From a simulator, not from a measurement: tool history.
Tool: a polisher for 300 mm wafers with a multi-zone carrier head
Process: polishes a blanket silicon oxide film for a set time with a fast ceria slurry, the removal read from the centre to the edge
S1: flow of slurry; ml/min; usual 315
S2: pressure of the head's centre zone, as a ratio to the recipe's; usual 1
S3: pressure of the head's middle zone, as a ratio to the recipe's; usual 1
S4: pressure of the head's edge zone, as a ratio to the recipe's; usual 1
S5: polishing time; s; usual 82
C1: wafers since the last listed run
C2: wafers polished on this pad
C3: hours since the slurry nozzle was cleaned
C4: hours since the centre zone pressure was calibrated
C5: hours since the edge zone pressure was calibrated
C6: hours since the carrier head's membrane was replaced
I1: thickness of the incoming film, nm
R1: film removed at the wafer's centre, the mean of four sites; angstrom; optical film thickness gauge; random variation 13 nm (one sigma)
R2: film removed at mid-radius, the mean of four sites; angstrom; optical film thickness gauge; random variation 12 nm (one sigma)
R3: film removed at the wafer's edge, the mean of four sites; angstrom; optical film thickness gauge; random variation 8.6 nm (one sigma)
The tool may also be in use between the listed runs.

run	hour	S1	S2	S3	S4	S5	C1	C2	C3	C4	C5	C6	I1	R1	R2	R3
1	0	315	1	1	0.9	82	0	771	122.4	232.6	518.7	73.6	3802.4	9423	9738	9537
2	24.5	360	1	1	0.9	82	180	952	146.9	257.1	543.2	98.1	3827.4	9654	9986	9743
3	40.8	315	1	1.07	1	82	120	1072	163.2	273.4	559.5	114.4	3854.5	9290	10308	10007
# hour 41.9: slurry nozzle cleaned, repeated, since the last time left the tool worse
# hour 73.1: edge zone pressure recalibrated
4	73.6	315	1	0.91	1	82	219	1292	31.7	306.2	0.5	147.2	3809.4	10849	10049	10815
5	99.4	315	1	1.08	0.97	82	190	1483	57.5	332	26.3	173	3813.5	11026	11708	10727
6	134.3	235	1	1	1	82	257	1740	92.4	366.9	61.2	207.9	3814.9	10434	10495	10653
# hour 141: worn pad replaced by a new one
7	163	315	1	1	1	82	182	162	121.1	395.6	89.9	236.6	3762.8	10626	10802	10981
8	181.8	315	1.07	1	1	105	138	300	139.9	414.4	108.7	255.4	3768.1	14502	14135	14007
9	202.1	230	1	0.96	1	82	149	450	160.2	434.7	129	275.7	3746.7	10183	10309	10464
10	220.5	315	1	1	0.93	108	135	586	178.6	453.1	147.4	294.1	3770.5	14193	14287	13881
11	236.8	250	1.06	1.08	1	55	120	706	194.9	469.4	163.7	310.4	3748.8	7382	7633	7124
12	269.2	205	1	1	1	94	239	945	227.3	501.8	196.1	342.8	3822.6	11635	11727	11947
13	300.6	395	1	1	1	63	231	1177	258.7	533.2	227.5	374.2	3760.5	8179	8529	8539
14	320	315	1	0.95	1.09	82	143	1320	278.1	552.6	246.9	393.6	3787.8	10649	10340	11384
15	337.1	315	1	1.08	0.97	82	126	1446	295.2	569.7	264	410.7	3747.3	10646	11690	10684
# hour 343.1: centre zone pressure recalibrated
# hour 375.8: worn pad replaced by a new one
16	376.3	315	1	1	1	82	245	3	334.4	33.2	303.2	449.9	3772.6	10562	10805	10625
17	389.6	205	1	1	1	82	98	102	347.7	46.5	316.5	463.2	3834.4	9895	9988	10171
18	414.1	220	0.91	1	1.11	69	180	282	372.2	71	341	487.7	3844.3	7653	8342	9231
19	434.2	265	1	0.9	0.93	103	148	431	392.3	91.1	361.1	507.8	3782	12736	11788	12881
20	469.6	315	1	1	1	82	261	692	427.7	126.5	396.5	543.2	3833.7	10275	10615	10774
21	483.4	360	1	1	0.9	82	101	794	441.5	140.3	410.3	557	3882.1	10436	10748	10399
22	510.5	315	1	1	1	82	199	994	468.6	167.4	437.4	584.1	3810.2	10462	10543	10625
23	536.5	315	1	1	1	82	191	1186	494.6	193.4	463.4	610.1	3806.5	10368	10486	10694

How the hidden state differs across the entries between the runs, from the last listed run before each to the first after it:
Between runs 3 and 4: slurry nozzle cleaned, repeated, since the last time left the tool worse (hour 41.9); edge zone pressure recalibrated (hour 73.1)
  slurry flow missing at the pad, %: 52.1 -> 0.391
  measured less the result without the state, R1: -1375 -> -5 angstrom; R2: -1348 -> -4 angstrom; R3: -951 -> -3 angstrom
Between runs 6 and 7: worn pad replaced by a new one (hour 141)
  slurry flow missing at the pad, %: 1.13 -> 1.74
  measured less the result without the state, R1: -19 -> -22 angstrom; R2: -17 -> -20 angstrom; R3: -12 -> -15 angstrom
Between runs 15 and 16: centre zone pressure recalibrated (hour 343.1); worn pad replaced by a new one (hour 375.8)
  slurry flow missing at the pad, %: 8.87 -> 11.3
  measured less the result without the state, R1: -119 -> -155 angstrom; R2: -118 -> -142 angstrom; R3: -82 -> -107 angstrom

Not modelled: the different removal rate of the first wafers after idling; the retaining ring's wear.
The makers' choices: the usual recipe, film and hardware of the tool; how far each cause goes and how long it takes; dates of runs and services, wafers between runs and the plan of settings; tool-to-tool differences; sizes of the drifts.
